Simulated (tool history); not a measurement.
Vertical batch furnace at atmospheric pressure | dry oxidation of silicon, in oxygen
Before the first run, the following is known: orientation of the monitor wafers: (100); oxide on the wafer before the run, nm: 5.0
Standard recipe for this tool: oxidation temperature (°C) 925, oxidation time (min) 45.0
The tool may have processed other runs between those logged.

run    hour  oxidation temperature (°C)  oxidation time (min)  wafers since the last listed run  hours since the last temperature calibration  hours since the boat lift was adjusted  hours since the gauge calibration  read-back reference wafer on the same gauge, thickness  oxide thickness on the monitor wafer (angstrom)
  1     0.0                         925                  45.0                                 0                                        1058.2                                   833.4                             1240.6                                                   22.40                                            215.9
  2    38.7                         925                  45.0                               379                                        1096.9                                   872.1                             1279.3                                                   22.39                                            213.7
  3    85.9                         912                  45.0                               463                                        1144.1                                   919.3                             1326.5                                                   22.38                                            192.5
  4   161.1                         925                  34.5                               737                                        1219.3                                   994.5                             1401.7                                                   22.40                                            183.1
  5   265.9                         925                  34.5                              1028                                        1324.1                                  1099.3                             1506.5                                                   22.39                                            183.5
      266.3  -- gauge calibrated
  6   369.9                         925                  54.0                              1020                                        1428.1                                  1203.3                              103.6                                                   22.39                                            236.3
  7   455.7                         925                  45.0                               841                                        1513.9                                  1289.1                              189.4                                                   22.41                                            213.7
  8   553.2                         925                  45.0                               956                                        1611.4                                  1386.6                              286.9                                                   22.37                                            214.8
  9   604.3                         925                  45.0                               501                                        1662.5                                  1437.7                              338.0                                                   22.44                                            214.0
 10   706.4                         931                  45.0                              1001                                        1764.6                                  1539.8                              440.1                                                   22.38                                            226.5
 11   802.8                         931                  45.0                               945                                        1861.0                                  1636.2                              536.5                                                   22.40                                            224.1
 12   869.4                         913                  53.5                               653                                        1927.6                                  1702.8                              603.1                                                   22.43                                            211.2
 13   949.7                         913                  53.5                               787                                        2007.9                                  1783.1                              683.4                                                   22.43                                            214.2
 14  1039.3                         925                  39.0                               879                                        2097.5                                  1872.7                              773.0                                                   22.38                                            195.2
 15  1097.6                         925                  39.0                               572                                        2155.8                                  1931.0                              831.3                                                   22.39                                            194.7
 16  1169.3                         925                  45.0                               703                                        2227.5                                  2002.7                              903.0                                                   22.40                                            214.1
 17  1206.7                         925                  45.0                               366                                        2264.9                                  2040.1                              940.4                                                   22.41                                            212.4
 18  1258.9                         925                  45.0                               512                                        2317.1                                  2092.3                              992.6                                                   22.39                                            211.0
 19  1338.9                         925                  45.0                               785                                        2397.1                                  2172.3                             1072.6                                                   22.38                                            210.3
 20  1386.1                         917                  64.0                               463                                        2444.3                                  2219.5                             1119.8                                                   22.39                                            244.6
 21  1428.7                         949                  66.0                               418                                        2486.9                                  2262.1                             1162.4                                                   22.37                                            331.9
 22  1511.5                         925                  34.5                               812                                        2569.7                                  2344.9                             1245.2                                                   22.40                                            181.6
 23  1563.2                         932                  23.5                               507                                        2621.4                                  2396.6                             1296.9                                                   22.40                                            155.2
 24  1644.2                         914                  56.0                               794                                        2702.4                                  2477.6                             1377.9                                                   22.40                                            218.0
     1722.9  -- thermocouples replaced and temperature profile calibrated
 25  1735.1                         932                  45.0                               656                                          12.2                                  2568.5                             1468.8                                                   22.41                                            221.7
 26  1817.3                         944                  58.5                               806                                          94.4                                  2650.7                             1551.0                                                   22.39                                            291.4
     1827.1  -- gauge calibrated
 27  1916.8                         925                  23.5                               976                                         193.9                                  2750.2                               89.7                                                   22.40                                            146.4
 28  2054.3                         925                  45.0                              1349                                         331.4                                  2887.7                              227.2                                                   22.40                                            209.4
 29  2099.6                         904                  45.0                               444                                         376.7                                  2933.0                              272.5                                                   22.36                                            174.2
 30  2138.6                         925                  45.0                               382                                         415.7                                  2972.0                              311.5                                                   22.41                                            209.1
     2172.1  -- boat lift adjusted
 31  2202.9                         941                  61.0                               395                                         480.0                                    30.8                              375.8                                                   22.40                                            300.0
 32  2275.9                         925                  45.0                               716                                         553.0                                   103.8                              448.8                                                   22.40                                            213.3
 33  2343.0                         948                  45.0                               658                                         620.1                                   170.9                              515.9                                                   22.40                                            263.8
 34  2422.2                         937                  25.0                               777                                         699.3                                   250.1                              595.1                                                   22.38                                            170.9
 35  2509.9                         913                  33.0                               860                                         787.0                                   337.8                              682.8                                                   22.40                                            162.9
 36  2590.9                         925                  54.5                               794                                         868.0                                   418.8                              763.8                                                   22.40                                            239.5
 37  2631.8                         918                  25.0                               401                                         908.9                                   459.7                              804.7                                                   22.39                                            146.1
 38  2719.9                         935                  64.5                               864                                         997.0                                   547.8                              892.8                                                   22.36                                            290.3

Some steps in oxide thickness on the monitor wafer (angstrom) between neighbouring runs. How much of each would the tool show without its hidden state too (settings, what came in, random variation), and how much is left for the hidden state, with any gauge scatter that isn't in both results?
What the log doesn't record here: true tube temperature minus thermocouple reading, K; monitor wafer colder than the profiled boat position, K; gauge reads high (%).
Run 21 -> 22: oxidation temperature (°C) 949 -> 925, oxidation time (min) 66.0 -> 34.5. oxide thickness on the monitor wafer (angstrom) -150.3: hidden state +4.0, all else -154.3.
Run 26 -> 27: oxidation temperature (°C) 944 -> 925, oxidation time (min) 58.5 -> 23.5, gauge calibrated. oxide thickness on the monitor wafer (angstrom) -145.0: hidden state +5.0, all else -150.0.
Run 30 -> 31: oxidation temperature (°C) 925 -> 941, oxidation time (min) 45.0 -> 61.0, boat lift adjusted. oxide thickness on the monitor wafer (angstrom) +90.9: hidden state +4.9, all else +86.0.
Run 37 -> 38: oxidation temperature (°C) 918 -> 935, oxidation time (min) 25.0 -> 64.5. oxide thickness on the monitor wafer (angstrom) +144.2: hidden state -1.0, all else +145.2.
